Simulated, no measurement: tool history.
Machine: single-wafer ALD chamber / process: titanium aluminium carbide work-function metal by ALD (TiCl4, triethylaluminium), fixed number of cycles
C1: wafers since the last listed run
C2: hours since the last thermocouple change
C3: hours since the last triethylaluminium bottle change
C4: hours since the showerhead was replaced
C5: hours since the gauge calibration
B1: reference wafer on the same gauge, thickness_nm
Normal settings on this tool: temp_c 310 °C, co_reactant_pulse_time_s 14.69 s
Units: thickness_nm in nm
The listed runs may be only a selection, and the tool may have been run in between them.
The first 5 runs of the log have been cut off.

Run 6, hour 51.4: usual settings but temp_c 320 °C, co_reactant_pulse_time_s 16.59 s; C1 33; C2 1251.6; C3 1220.0; C4 4664.6; C5 107.5; B1 1.910. Result: thickness_nm 2.244 nm.
Run 7, hour 58.4: usual settings; C1 38; C2 1258.6; C3 1227.0; C4 4671.6; C5 114.5; B1 1.910. Result: thickness_nm 2.134 nm.
Run 8, hour 65.0: usual settings; C1 36; C2 1265.2; C3 1233.6; C4 4678.2; C5 121.1; B1 1.910. Result: thickness_nm 2.132 nm.
Run 9, hour 82.1: usual settings; C1 95; C2 1282.3; C3 1250.7; C4 4695.3; C5 138.2; B1 1.909. Result: thickness_nm 2.136 nm.
Run 10, hour 98.8: usual settings; C1 92; C2 1299.0; C3 1267.4; C4 4712.0; C5 154.9; B1 1.909. Result: thickness_nm 2.134 nm.
Run 11, hour 107.5: usual settings; C1 48; C2 1307.7; C3 1276.1; C4 4720.7; C5 163.6; B1 1.910. Result: thickness_nm 2.134 nm.
Run 12, hour 125.2: usual settings; C1 98; C2 1325.4; C3 1293.8; C4 4738.4; C5 181.3; B1 1.910. Result: thickness_nm 2.136 nm.
Run 13, hour 133.4: usual settings; C1 45; C2 1333.6; C3 1302.0; C4 4746.6; C5 189.5; B1 1.909. Result: thickness_nm 2.128 nm.
At hour 146.3: gauge calibrated.
Run 14, hour 147.0: usual settings; C1 75; C2 1347.2; C3 1315.6; C4 4760.2; C5 0.7; B1 1.910. Result: thickness_nm 2.131 nm.
Run 15, hour 164.0: usual settings; C1 94; C2 1364.2; C3 1332.6; C4 4777.2; C5 17.7; B1 1.910. Result: thickness_nm 2.134 nm.
Run 16, hour 180.3: usual settings; C1 90; C2 1380.5; C3 1348.9; C4 4793.5; C5 34.0; B1 1.910. Result: thickness_nm 2.137 nm.
Run 17, hour 192.9: usual settings; C1 70; C2 1393.1; C3 1361.5; C4 4806.1; C5 46.6; B1 1.910. Result: thickness_nm 2.127 nm.
Run 18, hour 200.6: usual settings but temp_c 320 °C, co_reactant_pulse_time_s 16.23 s; C1 42; C2 1400.8; C3 1369.2; C4 4813.8; C5 54.3; B1 1.910. Result: thickness_nm 2.242 nm.
Run 19, hour 207.4: usual settings but co_reactant_pulse_time_s 11.19 s; C1 37; C2 1407.6; C3 1376.0; C4 4820.6; C5 61.1; B1 1.910. Result: thickness_nm 2.115 nm.
Run 20, hour 218.5: usual settings but temp_c 320 °C, co_reactant_pulse_time_s 16.23 s; C1 61; C2 1418.7; C3 1387.1; C4 4831.7; C5 72.2; B1 1.909. Result: thickness_nm 2.243 nm.
Run 21, hour 230.7: usual settings but temp_c 300 °C, co_reactant_pulse_time_s 18.08 s; C1 67; C2 1430.9; C3 1399.3; C4 4843.9; C5 84.4; B1 1.909. Result: thickness_nm 2.031 nm.
Run 22, hour 248.4: usual settings; C1 98; C2 1448.6; C3 1417.0; C4 4861.6; C5 102.1; B1 1.909. Result: thickness_nm 2.131 nm.
Run 23, hour 265.0: usual settings but temp_c 296 °C, co_reactant_pulse_time_s 17.91 s; C1 92; C2 1465.2; C3 1433.6; C4 4878.2; C5 118.7; B1 1.911. Result: thickness_nm 1.999 nm.
At hour 277.8: thermocouple changed; heater temperature recalibrated.
At hour 286.1: triethylaluminium bottle replaced.
Run 24, hour 286.6: usual settings but temp_c 322 °C, co_reactant_pulse_time_s 11.42 s; C1 31; C2 8.8; C3 0.5; C4 4899.8; C5 140.3; B1 1.910. Result: thickness_nm 2.237 nm.
Run 25, hour 293.0: usual settings; C1 35; C2 15.2; C3 6.9; C4 4906.2; C5 146.7; B1 1.910. Result: thickness_nm 2.134 nm.

Run 26 has not been measured yet. What should we expect?
At hour 310.5: showerhead replaced.
Run 26, hour 311.0: usual settings but temp_c 298 °C, co_reactant_pulse_time_s 13.18 s; C1 55; C2 33.2; C3 24.9; C4 0.5; C5 164.7; B1 ?. Result: thickness_nm ?.

B1: 1.910
thickness_nm: 2.003 nm
Had the tool carried no hidden state, the very same run would have given thickness_nm 2.003 nm.
